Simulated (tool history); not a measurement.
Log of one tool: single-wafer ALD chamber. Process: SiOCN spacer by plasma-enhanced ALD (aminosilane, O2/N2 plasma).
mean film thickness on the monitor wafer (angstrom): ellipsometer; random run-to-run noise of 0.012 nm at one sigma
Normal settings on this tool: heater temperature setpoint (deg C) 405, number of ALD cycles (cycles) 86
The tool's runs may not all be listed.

| run | hour | heater temperature setpoint (deg C) | number of ALD cycles (cycles) | read-back reference wafer on the same gauge, thickness_nm | mean film thickness on the monitor wafer (angstrom) |
|---|---|---|---|---|---|
| 1 | 0.0 | 405 | 80 | 4.579 | 42.99 |
| 2 | 11.0 | 405 | 86 | 4.579 | 46.10 |
| 3 | 18.8 | 405 | 86 | 4.582 | 46.08 |
| 4 | 27.5 | 405 | 86 | 4.581 | 46.05 |
| 5 | 37.6 | 414 | 86 | 4.581 | 44.95 |
| 6 | 55.4 | 405 | 86 | 4.580 | 46.22 |
| 7 | 73.3 | 405 | 86 | 4.580 | 46.03 |
| 8 | 87.7 | 405 | 86 | 4.577 | 46.19 |
| 9 | 97.1 | 405 | 86 | 4.579 | 45.96 |
| 10 | 111.4 | 405 | 86 | 4.580 | 46.00 |
| 11 | 126.2 | 405 | 86 | 4.581 | 46.26 |
| 12 | 139.1 | 405 | 86 | 4.580 | 46.14 |
| 13 | 156.9 | 405 | 86 | 4.579 | 46.03 |
| 14 | 172.7 | 409 | 78 | 4.579 | 41.40 |
| 15 | 186.2 | 411 | 73 | 4.579 | 38.67 |
| 16 | 196.9 | 405 | 86 | 4.579 | 46.11 |
| 17 | 206.2 | 405 | 86 | 4.580 | 46.24 |
| 18 | 220.2 | 405 | 102 | 4.580 | 54.68 |
| 19 | 230.5 | 405 | 86 | 4.579 | 46.16 |
| 20 | 240.6 | 413 | 97 | 4.581 | 51.24 |
| 21 | 252.2 | 415 | 77 | 4.579 | 40.25 |
| 22 | 259.4 | 396 | 73 | 4.580 | 39.79 |
| 23 | 274.9 | 414 | 101 | 4.579 | 52.93 |
| 24 | 281.7 | 405 | 86 | 4.581 | 46.21 |
| 25 | 289.0 | 405 | 86 | 4.580 | 46.13 |
| 26 | 295.2 | 410 | 69 | 4.580 | 36.49 |
| 27 | 310.6 | 405 | 86 | 4.579 | 46.04 |
| 28 | 344.7 | 413 | 95 | 4.580 | 49.94 |
| 29 | 358.1 | 410 | 81 | 4.577 | 42.90 |

The log once held 2 entries between its listed runs, left out of this copy. Where does each go, and what is different about the tool's unlogged condition between the listed run before it and the listed run after it?
From run 15 to run 16: gauge calibrated (hour 191.2)
  no difference in the tool's unlogged condition between these two runs
From run 17 to run 18: thermocouple changed; heater temperature recalibrated (hour 215.4)
  no difference in the tool's unlogged condition between these two runs
